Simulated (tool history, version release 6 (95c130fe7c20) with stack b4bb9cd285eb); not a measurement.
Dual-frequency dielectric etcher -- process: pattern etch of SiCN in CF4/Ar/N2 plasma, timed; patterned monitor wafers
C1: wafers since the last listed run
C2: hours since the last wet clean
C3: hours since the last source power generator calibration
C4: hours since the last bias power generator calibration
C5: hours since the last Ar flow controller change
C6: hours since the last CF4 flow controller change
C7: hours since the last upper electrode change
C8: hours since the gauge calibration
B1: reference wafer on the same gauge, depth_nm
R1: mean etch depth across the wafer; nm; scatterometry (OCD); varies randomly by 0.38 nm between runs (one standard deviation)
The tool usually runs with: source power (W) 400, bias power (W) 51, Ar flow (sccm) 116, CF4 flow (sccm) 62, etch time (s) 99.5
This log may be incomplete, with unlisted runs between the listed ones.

{"run": 1, "hour": 0.0, "source power (W)": 480, "bias power (W)": 51, "Ar flow (sccm)": 116, "CF4 flow (sccm)": 62, "etch time (s)": 99.5, "C1": 0, "C2": 439.8, "C3": 2555.9, "C4": 2195.6, "C5": 3227.3, "C6": 2958.2, "C7": 5067.2, "C8": 2238.5, "B1": 59.1, "R1": 77.7}
{"hour": 84.3, "done": "bias power generator calibrated"}
{"run": 2, "hour": 91.5, "source power (W)": 400, "bias power (W)": 51, "Ar flow (sccm)": 116, "CF4 flow (sccm)": 62, "etch time (s)": 99.5, "C1": 1111, "C2": 531.3, "C3": 2647.4, "C4": 7.2, "C5": 3318.8, "C6": 3049.7, "C7": 5158.7, "C8": 2330.0, "B1": 59.1, "R1": 64.4}
{"hour": 118.0, "done": "upper electrode replaced"}
{"run": 3, "hour": 149.1, "source power (W)": 310, "bias power (W)": 59, "Ar flow (sccm)": 123, "CF4 flow (sccm)": 62, "etch time (s)": 99.5, "C1": 426, "C2": 588.9, "C3": 2705.0, "C4": 64.8, "C5": 3376.4, "C6": 3107.3, "C7": 31.1, "C8": 2387.6, "B1": 59.1, "R1": 51.9}
{"run": 4, "hour": 190.7, "source power (W)": 400, "bias power (W)": 51, "Ar flow (sccm)": 116, "CF4 flow (sccm)": 62, "etch time (s)": 99.5, "C1": 528, "C2": 630.5, "C3": 2746.6, "C4": 106.4, "C5": 3418.0, "C6": 3148.9, "C7": 72.7, "C8": 2429.2, "B1": 59.1, "R1": 65.3}
{"hour": 269.3, "done": "wet clean of the chamber"}
{"run": 5, "hour": 269.8, "source power (W)": 400, "bias power (W)": 51, "Ar flow (sccm)": 116, "CF4 flow (sccm)": 54, "etch time (s)": 99.5, "C1": 699, "C2": 0.5, "C3": 2825.7, "C4": 185.5, "C5": 3497.1, "C6": 3228.0, "C7": 151.8, "C8": 2508.3, "B1": 59.0, "R1": 61.7}
{"run": 6, "hour": 313.2, "source power (W)": 400, "bias power (W)": 61, "Ar flow (sccm)": 116, "CF4 flow (sccm)": 76, "etch time (s)": 123.5, "C1": 551, "C2": 43.9, "C3": 2869.1, "C4": 228.9, "C5": 3540.5, "C6": 3271.4, "C7": 195.2, "C8": 2551.7, "B1": 59.1, "R1": 86.1}
{"run": 7, "hour": 397.6, "source power (W)": 400, "bias power (W)": 51, "Ar flow (sccm)": 125, "CF4 flow (sccm)": 62, "etch time (s)": 99.5, "C1": 1072, "C2": 128.3, "C3": 2953.5, "C4": 313.3, "C5": 3624.9, "C6": 3355.8, "C7": 279.6, "C8": 2636.1, "B1": 59.2, "R1": 61.9}
{"hour": 435.0, "done": "source power generator calibrated"}
{"run": 8, "hour": 477.3, "source power (W)": 400, "bias power (W)": 51, "Ar flow (sccm)": 116, "CF4 flow (sccm)": 62, "etch time (s)": 99.5, "C1": 961, "C2": 208.0, "C3": 42.3, "C4": 393.0, "C5": 3704.6, "C6": 3435.5, "C7": 359.3, "C8": 2715.8, "B1": 59.1, "R1": 63.8}
{"hour": 490.1, "done": "Ar flow controller replaced"}
{"run": 9, "hour": 546.9, "source power (W)": 400, "bias power (W)": 41, "Ar flow (sccm)": 98, "CF4 flow (sccm)": 68, "etch time (s)": 99.5, "C1": 807, "C2": 277.6, "C3": 111.9, "C4": 462.6, "C5": 56.8, "C6": 3505.1, "C7": 428.9, "C8": 2785.4, "B1": 59.1, "R1": 61.5}
{"hour": 707.2, "done": "CF4 flow controller replaced"}
{"run": 10, "hour": 714.5, "source power (W)": 450, "bias power (W)": 63, "Ar flow (sccm)": 116, "CF4 flow (sccm)": 62, "etch time (s)": 120.5, "C1": 2052, "C2": 445.2, "C3": 279.5, "C4": 630.2, "C5": 224.4, "C6": 7.3, "C7": 596.5, "C8": 2953.0, "B1": 59.0, "R1": 95.1}
{"run": 11, "hour": 769.0, "source power (W)": 400, "bias power (W)": 51, "Ar flow (sccm)": 116, "CF4 flow (sccm)": 48, "etch time (s)": 99.5, "C1": 692, "C2": 499.7, "C3": 334.0, "C4": 684.7, "C5": 278.9, "C6": 61.8, "C7": 651.0, "C8": 3007.5, "B1": 59.1, "R1": 62.2}
{"hour": 811.4, "done": "gauge calibrated"}
{"run": 12, "hour": 840.5, "source power (W)": 400, "bias power (W)": 51, "Ar flow (sccm)": 116, "CF4 flow (sccm)": 62, "etch time (s)": 99.5, "C1": 908, "C2": 571.2, "C3": 405.5, "C4": 756.2, "C5": 350.4, "C6": 133.3, "C7": 722.5, "C8": 29.1, "B1": 59.0, "R1": 64.6}
{"hour": 889.0, "done": "wet clean of the chamber"}
{"run": 13, "hour": 1035.8, "source power (W)": 400, "bias power (W)": 51, "Ar flow (sccm)": 116, "CF4 flow (sccm)": 62, "etch time (s)": 99.5, "C1": 2176, "C2": 146.8, "C3": 600.8, "C4": 951.5, "C5": 545.7, "C6": 328.6, "C7": 917.8, "C8": 224.4, "B1": 59.0, "R1": 62.6}
{"run": 14, "hour": 1072.1, "source power (W)": 330, "bias power (W)": 51, "Ar flow (sccm)": 96, "CF4 flow (sccm)": 62, "etch time (s)": 99.5, "C1": 461, "C2": 183.1, "C3": 637.1, "C4": 987.8, "C5": 582.0, "C6": 364.9, "C7": 954.1, "C8": 260.7, "B1": 59.1, "R1": 52.4}
{"run": 15, "hour": 1145.7, "source power (W)": 340, "bias power (W)": 51, "Ar flow (sccm)": 116, "CF4 flow (sccm)": 72, "etch time (s)": 89.5, "C1": 934, "C2": 256.7, "C3": 710.7, "C4": 1061.4, "C5": 655.6, "C6": 438.5, "C7": 1027.7, "C8": 334.3, "B1": 59.1, "R1": 48.4}
{"run": 16, "hour": 1244.9, "source power (W)": 400, "bias power (W)": 51, "Ar flow (sccm)": 116, "CF4 flow (sccm)": 62, "etch time (s)": 81.5, "C1": 1260, "C2": 355.9, "C3": 809.9, "C4": 1160.6, "C5": 754.8, "C6": 537.7, "C7": 1126.9, "C8": 433.5, "B1": 59.0, "R1": 51.9}
{"run": 17, "hour": 1322.3, "source power (W)": 400, "bias power (W)": 63, "Ar flow (sccm)": 98, "CF4 flow (sccm)": 62, "etch time (s)": 73.0, "C1": 983, "C2": 433.3, "C3": 887.3, "C4": 1238.0, "C5": 832.2, "C6": 615.1, "C7": 1204.3, "C8": 510.9, "B1": 59.1, "R1": 51.0}
{"run": 18, "hour": 1405.3, "source power (W)": 310, "bias power (W)": 59, "Ar flow (sccm)": 123, "CF4 flow (sccm)": 62, "etch time (s)": 99.5, "C1": 1054, "C2": 516.3, "C3": 970.3, "C4": 1321.0, "C5": 915.2, "C6": 698.1, "C7": 1287.3, "C8": 593.9, "B1": 59.1, "R1": 50.9}
{"run": 19, "hour": 1505.0, "source power (W)": 400, "bias power (W)": 51, "Ar flow (sccm)": 87, "CF4 flow (sccm)": 53, "etch time (s)": 99.5, "C1": 1266, "C2": 616.0, "C3": 1070.0, "C4": 1420.7, "C5": 1014.9, "C6": 797.8, "C7": 1387.0, "C8": 693.6, "B1": 59.1, "R1": 66.1}
{"hour": 1600.3, "done": "wet clean of the chamber"}
{"run": 20, "hour": 1600.8, "source power (W)": 400, "bias power (W)": 51, "Ar flow (sccm)": 116, "CF4 flow (sccm)": 62, "etch time (s)": 99.5, "C1": 912, "C2": 0.5, "C3": 1165.8, "C4": 1516.5, "C5": 1110.7, "C6": 893.6, "C7": 1482.8, "C8": 789.4, "B1": 59.1, "R1": 62.5}
{"run": 21, "hour": 1685.9, "source power (W)": 400, "bias power (W)": 41, "Ar flow (sccm)": 90, "CF4 flow (sccm)": 67, "etch time (s)": 111.0, "C1": 1081, "C2": 85.6, "C3": 1250.9, "C4": 1601.6, "C5": 1195.8, "C6": 978.7, "C7": 1567.9, "C8": 874.5, "B1": 59.1, "R1": 68.9}
{"run": 22, "hour": 1789.4, "source power (W)": 310, "bias power (W)": 51, "Ar flow (sccm)": 116, "CF4 flow (sccm)": 62, "etch time (s)": 99.5, "C1": 1314, "C2": 189.1, "C3": 1354.4, "C4": 1705.1, "C5": 1299.3, "C6": 1082.2, "C7": 1671.4, "C8": 978.0, "B1": 59.2, "R1": 48.5}

Here are 3 independent what-if runs from the current tool condition. What would each one return?
{"run": "A", "hour": 1789.8, "source power (W)": 400, "bias power (W)": 51, "Ar flow (sccm)": 116, "CF4 flow (sccm)": 62, "etch time (s)": 99.5, "C1": 5, "C2": 189.5, "C3": 1354.8, "C4": 1705.5, "C5": 1299.7, "C6": 1082.6, "C7": 1671.8, "C8": 978.4, "B1": "?", "R1": "?"}
{"run": "B", "hour": 1789.8, "source power (W)": 320, "bias power (W)": 51, "Ar flow (sccm)": 132, "CF4 flow (sccm)": 52, "etch time (s)": 119.5, "C1": 5, "C2": 189.5, "C3": 1354.8, "C4": 1705.5, "C5": 1299.7, "C6": 1082.6, "C7": 1671.8, "C8": 978.4, "B1": "?", "R1": "?"}
{"run": "C", "hour": 1789.8, "source power (W)": 400, "bias power (W)": 62, "Ar flow (sccm)": 116, "CF4 flow (sccm)": 53, "etch time (s)": 74.5, "C1": 5, "C2": 189.5, "C3": 1354.8, "C4": 1705.5, "C5": 1299.7, "C6": 1082.6, "C7": 1671.8, "C8": 978.4, "B1": "?", "R1": "?"}

run=A B1=59.1 R1=64.3
run=B B1=59.1 R1=57.9
run=C B1=59.1 R1=50.7
The same runs, with their run-to-run variation unchanged, on a tool lacking any hidden condition would have given:
run=A R1=63.3
run=B R1=56.9
run=C R1=49.8
